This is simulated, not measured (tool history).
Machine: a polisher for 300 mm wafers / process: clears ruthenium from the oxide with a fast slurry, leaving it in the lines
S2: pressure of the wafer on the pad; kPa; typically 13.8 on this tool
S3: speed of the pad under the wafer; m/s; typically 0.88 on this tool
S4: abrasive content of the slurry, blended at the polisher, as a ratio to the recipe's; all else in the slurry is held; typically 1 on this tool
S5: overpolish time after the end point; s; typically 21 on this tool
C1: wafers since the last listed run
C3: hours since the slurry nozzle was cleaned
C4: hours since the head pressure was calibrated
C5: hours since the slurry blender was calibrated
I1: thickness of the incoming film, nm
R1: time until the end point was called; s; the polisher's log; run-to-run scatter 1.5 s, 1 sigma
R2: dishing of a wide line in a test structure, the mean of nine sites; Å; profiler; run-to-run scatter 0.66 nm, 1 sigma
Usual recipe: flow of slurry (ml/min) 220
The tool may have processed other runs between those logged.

{"run": 1, "hour": 0.0, "flow of slurry (ml/min)": 220, "S2": 13.8, "S3": 0.88, "S4": 1, "S5": 21, "C1": 0, "wafers polished on this pad": 1285, "C3": 359.1, "C4": 1250.3, "C5": 62.3, "I1": 181, "R1": 88.7, "R2": 346}
{"run": 2, "hour": 69.7, "flow of slurry (ml/min)": 220, "S2": 13.8, "S3": 0.88, "S4": 1, "S5": 21, "C1": 689, "wafers polished on this pad": 1975, "C3": 428.8, "C4": 1320, "C5": 132, "I1": 179.9, "R1": 91.3, "R2": 339}
{"run": 3, "hour": 133.4, "flow of slurry (ml/min)": 220, "S2": 13.8, "S3": 0.88, "S4": 1, "S5": 21, "C1": 630, "wafers polished on this pad": 2605, "C3": 492.5, "C4": 1383.7, "C5": 195.7, "I1": 178.9, "R1": 90.3, "R2": 341}
{"run": 4, "hour": 178.6, "flow of slurry (ml/min)": 220, "S2": 13.8, "S3": 0.88, "S4": 1, "S5": 21, "C1": 447, "wafers polished on this pad": 3052, "C3": 537.7, "C4": 1428.9, "C5": 240.9, "I1": 179.4, "R1": 91.5, "R2": 324}
{"hour": 239.0, "done": "worn pad replaced by a new one"}
{"hour": 245.2, "done": "head pressure recalibrated"}
{"run": 5, "hour": 245.7, "flow of slurry (ml/min)": 220, "S2": 13.8, "S3": 0.88, "S4": 1, "S5": 21, "C1": 604, "wafers polished on this pad": 46, "C3": 604.8, "C4": 0.5, "C5": 308, "I1": 179, "R1": 82.5, "R2": 359}
{"run": 6, "hour": 279.6, "flow of slurry (ml/min)": 220, "S2": 17.2, "S3": 0.88, "S4": 1, "S5": 21, "C1": 335, "wafers polished on this pad": 382, "C3": 638.7, "C4": 34.4, "C5": 341.9, "I1": 179.4, "R1": 67.8, "R2": 438}
{"run": 7, "hour": 346.7, "flow of slurry (ml/min)": 240, "S2": 13.8, "S3": 0.88, "S4": 1, "S5": 15, "C1": 663, "wafers polished on this pad": 1046, "C3": 705.8, "C4": 101.5, "C5": 409, "I1": 180.6, "R1": 86.3, "R2": 264}
{"run": 8, "hour": 373.6, "flow of slurry (ml/min)": 220, "S2": 16.5, "S3": 0.88, "S4": 1, "S5": 29, "C1": 266, "wafers polished on this pad": 1312, "C3": 732.7, "C4": 128.4, "C5": 435.9, "I1": 179.8, "R1": 69.8, "R2": 549}
{"hour": 420.9, "done": "slurry nozzle cleaned"}
{"run": 9, "hour": 425.7, "flow of slurry (ml/min)": 155, "S2": 13.8, "S3": 0.88, "S4": 1, "S5": 30, "C1": 505, "wafers polished on this pad": 1817, "C3": 4.8, "C4": 180.5, "C5": 488, "I1": 177.9, "R1": 84, "R2": 473}
{"hour": 429.4, "done": "slurry blender recalibrated"}
{"run": 10, "hour": 480.0, "flow of slurry (ml/min)": 220, "S2": 13.8, "S3": 0.88, "S4": 1.25, "S5": 21, "C1": 517, "wafers polished on this pad": 2335, "C3": 59.1, "C4": 234.8, "C5": 50.6, "I1": 182.2, "R1": 79, "R2": 394}
{"run": 11, "hour": 522.4, "flow of slurry (ml/min)": 220, "S2": 13.8, "S3": 0.88, "S4": 1, "S5": 21, "C1": 419, "wafers polished on this pad": 2754, "C3": 101.5, "C4": 277.2, "C5": 93, "I1": 183, "R1": 85.7, "R2": 369}
{"run": 12, "hour": 549.6, "flow of slurry (ml/min)": 175, "S2": 13.8, "S3": 0.88, "S4": 1, "S5": 21, "C1": 269, "wafers polished on this pad": 3023, "C3": 128.7, "C4": 304.4, "C5": 120.2, "I1": 180.4, "R1": 88.6, "R2": 346}
{"run": 13, "hour": 621.3, "flow of slurry (ml/min)": 220, "S2": 13.8, "S3": 0.88, "S4": 1, "S5": 21, "C1": 709, "wafers polished on this pad": 3733, "C3": 200.4, "C4": 376.1, "C5": 191.9, "I1": 181.8, "R1": 85.9, "R2": 350}
{"hour": 670.3, "done": "worn pad replaced by a new one"}
{"run": 14, "hour": 677.4, "flow of slurry (ml/min)": 220, "S2": 13.8, "S3": 0.88, "S4": 1, "S5": 21, "C1": 515, "wafers polished on this pad": 70, "C3": 256.5, "C4": 432.2, "C5": 248, "I1": 179.6, "R1": 86.2, "R2": 364}
{"run": 15, "hour": 727.5, "flow of slurry (ml/min)": 220, "S2": 9.7, "S3": 1.02, "S4": 1, "S5": 15, "C1": 495, "wafers polished on this pad": 565, "C3": 306.6, "C4": 482.3, "C5": 298.1, "I1": 181.8, "R1": 102, "R2": 215}
{"run": 16, "hour": 793.8, "flow of slurry (ml/min)": 195, "S2": 13.8, "S3": 1.02, "S4": 1, "S5": 24, "C1": 655, "wafers polished on this pad": 1221, "C3": 372.9, "C4": 548.6, "C5": 364.4, "I1": 178.2, "R1": 74.5, "R2": 440}
{"hour": 824.6, "done": "slurry blender recalibrated"}
{"run": 17, "hour": 837.1, "flow of slurry (ml/min)": 220, "S2": 13.8, "S3": 0.88, "S4": 1.3, "S5": 21, "C1": 408, "wafers polished on this pad": 1630, "C3": 416.2, "C4": 591.9, "C5": 12.5, "I1": 177.8, "R1": 83.5, "R2": 372}
{"run": 18, "hour": 904.7, "flow of slurry (ml/min)": 250, "S2": 11.7, "S3": 0.88, "S4": 1, "S5": 21, "C1": 668, "wafers polished on this pad": 2299, "C3": 483.8, "C4": 659.5, "C5": 80.1, "I1": 176.7, "R1": 100.2, "R2": 301}
{"run": 19, "hour": 973.2, "flow of slurry (ml/min)": 150, "S2": 13.8, "S3": 1, "S4": 1, "S5": 13, "C1": 677, "wafers polished on this pad": 2976, "C3": 552.3, "C4": 728, "C5": 148.6, "I1": 179.8, "R1": 82.5, "R2": 228}
{"run": 20, "hour": 1012.2, "flow of slurry (ml/min)": 220, "S2": 9.7, "S3": 0.88, "S4": 0.75, "S5": 21, "C1": 385, "wafers polished on this pad": 3362, "C3": 591.3, "C4": 767, "C5": 187.6, "I1": 180.6, "R1": 135.9, "R2": 234}
{"hour": 1037.6, "done": "worn pad replaced by a new one"}
{"run": 21, "hour": 1062.8, "flow of slurry (ml/min)": 245, "S2": 13.8, "S3": 0.88, "S4": 1, "S5": 21, "C1": 461, "wafers polished on this pad": 249, "C3": 641.9, "C4": 817.6, "C5": 238.2, "I1": 180.8, "R1": 90.4, "R2": 344}
{"run": 22, "hour": 1122.8, "flow of slurry (ml/min)": 220, "S2": 17.2, "S3": 0.64, "S4": 1.3, "S5": 21, "C1": 593, "wafers polished on this pad": 843, "C3": 701.9, "C4": 877.6, "C5": 298.2, "I1": 181.9, "R1": 100.4, "R2": 310}
{"run": 23, "hour": 1151.9, "flow of slurry (ml/min)": 220, "S2": 17.9, "S3": 0.88, "S4": 1, "S5": 21, "C1": 287, "wafers polished on this pad": 1131, "C3": 731, "C4": 906.7, "C5": 327.3, "I1": 180.8, "R1": 72.8, "R2": 405}
{"run": 24, "hour": 1180.0, "flow of slurry (ml/min)": 220, "S2": 15.2, "S3": 0.88, "S4": 1, "S5": 21, "C1": 278, "wafers polished on this pad": 1409, "C3": 759.1, "C4": 934.8, "C5": 355.4, "I1": 180.5, "R1": 88.2, "R2": 340}
{"hour": 1197.9, "done": "slurry blender recalibrated"}
{"hour": 1222.6, "done": "slurry nozzle cleaned"}
{"run": 25, "hour": 1232.3, "flow of slurry (ml/min)": 220, "S2": 17.2, "S3": 0.64, "S4": 1.3, "S5": 21, "C1": 487, "wafers polished on this pad": 1897, "C3": 9.7, "C4": 987.1, "C5": 34.4, "I1": 176.6, "R1": 89.8, "R2": 331}
{"run": 26, "hour": 1287.6, "flow of slurry (ml/min)": 220, "S2": 10.3, "S3": 0.88, "S4": 1, "S5": 21, "C1": 547, "wafers polished on this pad": 2444, "C3": 65, "C4": 1042.4, "C5": 89.7, "I1": 179.2, "R1": 115.4, "R2": 267}
{"run": 27, "hour": 1317.1, "flow of slurry (ml/min)": 220, "S2": 10.3, "S3": 0.88, "S4": 1.15, "S5": 21, "C1": 291, "wafers polished on this pad": 2735, "C3": 94.5, "C4": 1071.9, "C5": 119.2, "I1": 177.2, "R1": 111.7, "R2": 275}

Selected run-to-run steps in R1, each split into two signed amounts: the part the tool would show with no hidden state at all (from settings, incoming material and random variation), and the remainder, which goes to the hidden state together with any gauge scatter not common to the measured and the hidden-state-free results:
What the log doesn't record here: removal rate lost through wear of the pad, %; slurry flow missing at the pad, %; deviation of the head's pressure from its setpoint, %; abrasive missing from the slurry, %.
Run 4 -> 5: worn pad replaced by a new one, head pressure recalibrated. R1 -9 s: hidden state -8.3, all else -0.7.
Run 19 -> 20: flow of slurry (ml/min) 150 -> 220, S2 13.8 -> 9.7, S3 1 -> 0.88, S4 1 -> 0.75, S5 13 -> 21. R1 +53.4 s: hidden state +6.2, all else +47.2.
Run 20 -> 21: flow of slurry (ml/min) 220 -> 245, S2 9.7 -> 13.8, S4 0.75 -> 1, worn pad replaced by a new one. R1 -45.5 s: hidden state -5.3, all else -40.2.

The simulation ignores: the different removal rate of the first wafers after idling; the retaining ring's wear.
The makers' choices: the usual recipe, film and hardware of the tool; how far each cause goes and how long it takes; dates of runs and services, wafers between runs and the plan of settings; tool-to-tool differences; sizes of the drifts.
